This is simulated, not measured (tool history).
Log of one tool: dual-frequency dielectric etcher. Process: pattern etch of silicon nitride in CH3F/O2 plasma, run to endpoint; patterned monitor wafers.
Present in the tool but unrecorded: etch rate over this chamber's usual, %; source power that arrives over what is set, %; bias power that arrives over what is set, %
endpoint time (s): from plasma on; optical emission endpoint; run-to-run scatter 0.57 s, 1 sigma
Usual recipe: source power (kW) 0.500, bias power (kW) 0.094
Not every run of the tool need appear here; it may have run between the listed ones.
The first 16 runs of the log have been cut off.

run   hour  source power (kW)  bias power (kW)  wafers since the last listed run  hours since the last wet clean  hours since the last source power generator calibration  hours since the last bias power generator calibration  hours since the last upper electrode change  incoming incoming film thickness, nm  endpoint time (s)
     331.2  -- source power generator calibrated
 17  348.7              0.500            0.094                               134                           257.2                                                     17.5                                                 1380.3                                       4606.4                                  74.2               66.0
     393.8  -- upper electrode replaced, of another model than before
 18  394.3              0.500            0.081                               159                           302.8                                                     63.1                                                 1425.9                                          0.5                                  73.0               72.8
 19  406.2              0.500            0.112                                87                           314.7                                                     75.0                                                 1437.8                                         12.4                                  73.4               56.9
 20  422.1              0.500            0.073                               117                           330.6                                                     90.9                                                 1453.7                                         28.3                                  74.0               79.2
 21  444.7              0.500            0.094                               166                           353.2                                                    113.5                                                 1476.3                                         50.9                                  73.8               64.4
     455.7  -- bias power generator calibrated
 22  464.4              0.560            0.094                               115                           372.9                                                    133.2                                                    8.7                                         70.6                                  74.2               62.7
 23  496.9              0.580            0.094                               239                           405.4                                                    165.7                                                   41.2                                        103.1                                  73.7               61.7
 24  510.3              0.540            0.094                                98                           418.8                                                    179.1                                                   54.6                                        116.5                                  74.4               63.8
 25  542.4              0.500            0.094                               236                           450.9                                                    211.2                                                   86.7                                        148.6                                  72.8               63.6
 26  562.6              0.500            0.076                               149                           471.1                                                    231.4                                                  106.9                                        168.8                                  72.9               75.4
     608.7  -- wet clean of the chamber
 27  609.2              0.410            0.081                               166                             0.5                                                    278.0                                                  153.5                                        215.4                                  73.4               77.6
 28  609.6              0.540            0.117                                 2                             0.9                                                    278.4                                                  153.9                                        215.8                                  73.4               55.9
 29  637.2              0.500            0.094                               203                            28.5                                                    306.0                                                  181.5                                        243.4                                  73.7               65.6
 30  672.2              0.500            0.094                               258                            63.5                                                    341.0                                                  216.5                                        278.4                                  74.1               66.8
 31  701.9              0.500            0.094                               219                            93.2                                                    370.7                                                  246.2                                        308.1                                  74.5               67.7
 32  731.9              0.600            0.107                               221                           123.2                                                    400.7                                                  276.2                                        338.1                                  74.0               57.7
 33  760.2              0.500            0.102                               208                           151.5                                                    429.0                                                  304.5                                        366.4                                  74.2               62.7
 34  792.8              0.390            0.094                               240                           184.1                                                    461.6                                                  337.1                                        399.0                                  73.0               68.9
 35  827.2              0.500            0.094                               253                           218.5                                                    496.0                                                  371.5                                        433.4                                  74.2               66.4

Branching from run 35: 4 alternative next runs. What would each branch give?
  A  827.7              0.500            0.094                                 3                           219.0                                                    496.5                                                  372.0                                        433.9                                  73.3                  ?
  B  827.7              0.500            0.072                                 3                           219.0                                                    496.5                                                  372.0                                        433.9                                  73.3                  ?
  C  827.7              0.430            0.094                                 3                           219.0                                                    496.5                                                  372.0                                        433.9                                  73.3                  ?
  D  827.7              0.500            0.106                                 3                           219.0                                                    496.5                                                  372.0                                        433.9                                  73.3                  ?

run  endpoint time (s)
  A               65.3
  B               81.9
  C               67.6
  D               59.7
With no hidden state in the tool, these same runs would have given:
run  endpoint time (s)
  A               66.3
  B               83.3
  C               68.7
  D               60.7
